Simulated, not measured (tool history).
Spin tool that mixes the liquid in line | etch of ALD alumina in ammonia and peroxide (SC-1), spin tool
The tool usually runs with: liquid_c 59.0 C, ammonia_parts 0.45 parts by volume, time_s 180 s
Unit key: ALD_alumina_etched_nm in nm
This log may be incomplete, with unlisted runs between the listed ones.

run,hour,liquid_c,ammonia_parts,time_s,wafers since the last listed run,hours since the thermometer was replaced,hours since the ammonia flow meter was replaced,hours since the heated supply line was repaired,hours since the drum of ammonia solution was connected,hours since the gauge calibration,"read-back film thickness of the ALD alumina reference wafer, read on the same gauge (nm)",ALD_alumina_etched_nm
1,0.0,59.0,0.45,180,0,1673.4,2061.6,745.8,845.1,1973.3,50.02,13.24
2,67.8,59.0,0.45,180,427,1741.2,2129.4,813.6,912.9,2041.1,49.98,13.23
# hour 108.9: new drum of ammonia solution connected
# hour 125.0: ammonia flow meter replaced
# hour 158.9: heated supply line repaired
3,204.8,59.0,0.45,180,844,1878.2,79.8,45.9,95.9,2178.1,49.99,13.25
# hour 273.3: gauge calibrated
4,298.8,62.0,0.50,180,592,1972.2,173.8,139.9,189.9,25.5,50.02,15.54
5,354.8,62.0,0.50,180,352,2028.2,229.8,195.9,245.9,81.5,50.03,15.52
6,391.1,62.0,0.50,180,228,2064.5,266.1,232.2,282.2,117.8,50.03,15.56
7,428.3,50.5,0.25,180,234,2101.7,303.3,269.4,319.4,155.0,50.00,8.00
# hour 443.8: thermometer replaced
8,481.2,67.5,0.40,100,327,37.4,356.2,322.3,372.3,207.9,50.02,11.09
9,534.4,59.0,0.55,85,335,90.6,409.4,375.5,425.5,261.1,49.99,6.39
10,590.5,63.0,0.45,150,353,146.7,465.5,431.6,481.6,317.2,50.01,13.58
11,649.8,59.0,0.45,120,373,206.0,524.8,490.9,540.9,376.5,50.02,8.84
12,693.5,52.0,0.45,150,275,249.7,568.5,534.6,584.6,420.2,49.99,7.64
13,731.1,59.0,0.45,180,236,287.3,606.1,572.2,622.2,457.8,50.01,13.26
14,793.3,61.5,0.55,245,391,349.5,668.3,634.4,684.4,520.0,49.99,20.83
15,833.8,62.0,0.50,180,255,390.0,708.8,674.9,724.9,560.5,49.99,15.52
16,882.7,59.0,0.45,180,308,438.9,757.7,723.8,773.8,609.4,49.97,13.34
# hour 932.1: heated supply line repaired
17,944.3,59.0,0.55,85,381,500.5,819.3,12.2,835.4,671.0,49.96,6.33
18,993.2,50.0,0.45,290,308,549.4,868.2,61.1,884.3,719.9,50.03,13.25
19,1044.5,52.0,0.30,180,323,600.7,919.5,112.4,935.6,771.2,49.97,8.79
20,1133.4,50.0,0.30,145,560,689.6,1008.4,201.3,1024.5,860.1,49.98,6.40
# hour 1164.5: new drum of ammonia solution connected
21,1312.4,51.5,0.25,145,1121,868.6,1187.4,380.3,147.9,1039.1,50.02,6.77
22,1412.3,59.0,0.30,180,629,968.5,1287.3,480.2,247.8,1139.0,50.00,12.73
23,1454.9,59.0,0.45,180,268,1011.1,1329.9,522.8,290.4,1181.6,49.97,13.23
24,1501.7,59.0,0.45,285,294,1057.9,1376.7,569.6,337.2,1228.4,50.04,20.88
25,1581.0,59.0,0.35,180,499,1137.2,1456.0,648.9,416.5,1307.7,50.04,12.95

Alternative continuations, all from the tool just after run 25; predict every row:
A,1581.5,59.0,0.45,235,3,1137.7,1456.5,649.4,417.0,1308.2,?,?
B,1581.5,59.0,0.45,105,3,1137.7,1456.5,649.4,417.0,1308.2,?,?
C,1581.5,55.0,0.45,180,3,1137.7,1456.5,649.4,417.0,1308.2,?,?
D,1581.5,56.0,0.35,180,3,1137.7,1456.5,649.4,417.0,1308.2,?,?

run,"read-back film thickness of the ALD alumina reference wafer, read on the same gauge (nm)",ALD_alumina_etched_nm
A,49.98,17.18
B,49.98,7.68
C,49.98,10.67
D,49.98,10.99
Without the tool's hidden state the same runs would have given:
run,ALD_alumina_etched_nm
A,17.18
B,7.68
C,10.67
D,10.99
